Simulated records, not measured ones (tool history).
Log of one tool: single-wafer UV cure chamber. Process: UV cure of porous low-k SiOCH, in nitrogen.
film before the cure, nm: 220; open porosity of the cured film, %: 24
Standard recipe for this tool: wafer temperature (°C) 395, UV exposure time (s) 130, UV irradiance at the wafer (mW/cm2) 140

| run | hour | wafer temperature (°C) | UV exposure time (s) | UV irradiance at the wafer (mW/cm2) | wafers since the last listed run | hours since the UV bulbs were replaced | wafers since the quartz window was cleaned | loss of film thickness in the cure (%) |
|---|---|---|---|---|---|---|---|---|
| 1 | 0 | 395 | 130 | 140 | 0 | 2606 | 1878 | 11.298 |
| 2 | 19.6 | 395 | 130 | 140 | 214 | 2625.6 | 2092 | 11.208 |
| 3 | 47.9 | 391 | 130 | 162 | 310 | 2653.9 | 2402 | 11.924 |
| 4 | 61.9 | 391 | 130 | 162 | 153 | 2667.9 | 2556 | 11.844 |
| 5 | 75.3 | 391 | 130 | 162 | 146 | 2681.3 | 2703 | 12.097 |
|  | 92 | quartz window cleaned |
| 6 | 92.5 | 395 | 100 | 140 | 100 | 2698.5 | 5 | 10.018 |
| 7 | 122.2 | 395 | 100 | 140 | 325 | 2728.2 | 331 | 10.089 |
| 8 | 136.5 | 395 | 100 | 140 | 156 | 2742.5 | 487 | 10.06 |
| 9 | 158.4 | 395 | 95 | 140 | 239 | 2764.4 | 727 | 10.223 |
| 10 | 189.3 | 395 | 95 | 140 | 338 | 2795.3 | 1066 | 10.189 |
| 11 | 212.6 | 395 | 70 | 140 | 255 | 2818.6 | 1321 | 8.699 |
| 12 | 242.8 | 395 | 70 | 140 | 330 | 2848.8 | 1652 | 8.675 |
| 13 | 278.2 | 395 | 70 | 140 | 387 | 2884.2 | 2040 | 8.802 |
| 14 | 290.9 | 395 | 130 | 140 | 139 | 2896.9 | 2179 | 11.235 |
| 15 | 319.3 | 395 | 130 | 140 | 311 | 2925.3 | 2490 | 11.622 |
| 16 | 338.5 | 395 | 130 | 116 | 210 | 2944.5 | 2700 | 10.388 |
| 17 | 352.2 | 395 | 130 | 140 | 150 | 2958.2 | 2850 | 11.31 |
| 18 | 372.2 | 390 | 130 | 109 | 219 | 2978.2 | 3069 | 10.187 |
|  | 384.5 | quartz window cleaned |
|  | 404.1 | UV bulbs replaced |
| 19 | 406.2 | 390 | 130 | 109 | 197 | 2.1 | 150 | 10.3 |
| 20 | 429 | 395 | 130 | 140 | 249 | 24.9 | 400 | 11.181 |
| 21 | 456.9 | 395 | 130 | 140 | 305 | 52.8 | 705 | 11.437 |
| 22 | 469.5 | 395 | 130 | 130 | 138 | 65.4 | 843 | 11.259 |
| 23 | 493.1 | 395 | 130 | 130 | 258 | 89 | 1102 | 10.976 |
| 24 | 522.4 | 377 | 180 | 113 | 320 | 118.3 | 1423 | 11.42 |
| 25 | 548.7 | 413 | 85 | 123 | 288 | 144.6 | 1711 | 9.193 |
| 26 | 561.5 | 381 | 130 | 163 | 140 | 157.4 | 1851 | 11.994 |
| 27 | 583.7 | 395 | 105 | 140 | 243 | 179.6 | 2094 | 10.656 |
| 28 | 608.3 | 415 | 130 | 140 | 269 | 204.2 | 2364 | 11.832 |
| 29 | 642.7 | 414 | 130 | 158 | 376 | 238.6 | 2741 | 12.319 |
|  | 700.4 | quartz window cleaned |
| 30 | 700.9 | 395 | 130 | 140 | 549 | 296.8 | 5 | 11.404 |
| 31 | 720.7 | 395 | 180 | 161 | 216 | 316.6 | 222 | 13.885 |
| 32 | 749.8 | 377 | 155 | 166 | 318 | 345.7 | 540 | 12.505 |
| 33 | 768.8 | 414 | 130 | 165 | 208 | 364.7 | 748 | 12.301 |
| 34 | 797.2 | 401 | 210 | 126 | 311 | 393.1 | 1060 | 13.059 |
| 35 | 809.4 | 378 | 130 | 118 | 133 | 405.3 | 1193 | 10.422 |
| 36 | 866.7 | 395 | 130 | 129 | 627 | 462.6 | 1821 | 11.12 |
|  | 945.3 | quartz window cleaned |
| 37 | 945.8 | 381 | 205 | 121 | 778 | 541.7 | 5 | 12.52 |
| 38 | 961.8 | 395 | 100 | 167 | 175 | 557.7 | 180 | 11.035 |
| 39 | 981.4 | 395 | 130 | 140 | 214 | 577.3 | 395 | 11.217 |
| 40 | 1016.5 | 395 | 200 | 140 | 384 | 612.4 | 780 | 13.573 |
| 41 | 1044.4 | 385 | 130 | 113 | 305 | 640.3 | 1085 | 10.319 |
| 42 | 1133.2 | 395 | 130 | 140 | 972 | 729.1 | 2058 | 11.478 |
| 43 | 1151.4 | 381 | 75 | 160 | 199 | 747.3 | 2257 | 9.403 |
| 44 | 1176.3 | 402 | 130 | 140 | 272 | 772.2 | 2530 | 11.612 |
|  | 1206.5 | quartz window cleaned |
| 45 | 1207 | 378 | 190 | 123 | 248 | 802.9 | 5 | 12.055 |
| 46 | 1215.2 | 377 | 100 | 101 | 89 | 811.1 | 95 | 8.396 |
| 47 | 1235.3 | 395 | 130 | 140 | 220 | 831.2 | 315 | 11.412 |

5 ways to go on from here, each from the tool as it stands after run 47. What would each give?
| A | 1235.8 | 395 | 130 | 140 | 5 | 831.7 | 320 | ? |
| B | 1235.8 | 402 | 190 | 163 | 5 | 831.7 | 320 | ? |
| C | 1235.8 | 382 | 165 | 113 | 5 | 831.7 | 320 | ? |
| D | 1235.8 | 395 | 190 | 166 | 5 | 831.7 | 320 | ? |
| E | 1235.8 | 384 | 130 | 171 | 5 | 831.7 | 320 | ? |

| run | loss of film thickness in the cure (%) |
|---|---|
| A | 11.276 |
| B | 13.841 |
| C | 11.153 |
| D | 13.8 |
| E | 11.98 |
Take away the tool's hidden state, keep each run's random variation, and the runs would have read:
| run | loss of film thickness in the cure (%) |
|---|---|
| A | 11.276 |
| B | 13.841 |
| C | 11.153 |
| D | 13.8 |
| E | 11.98 |
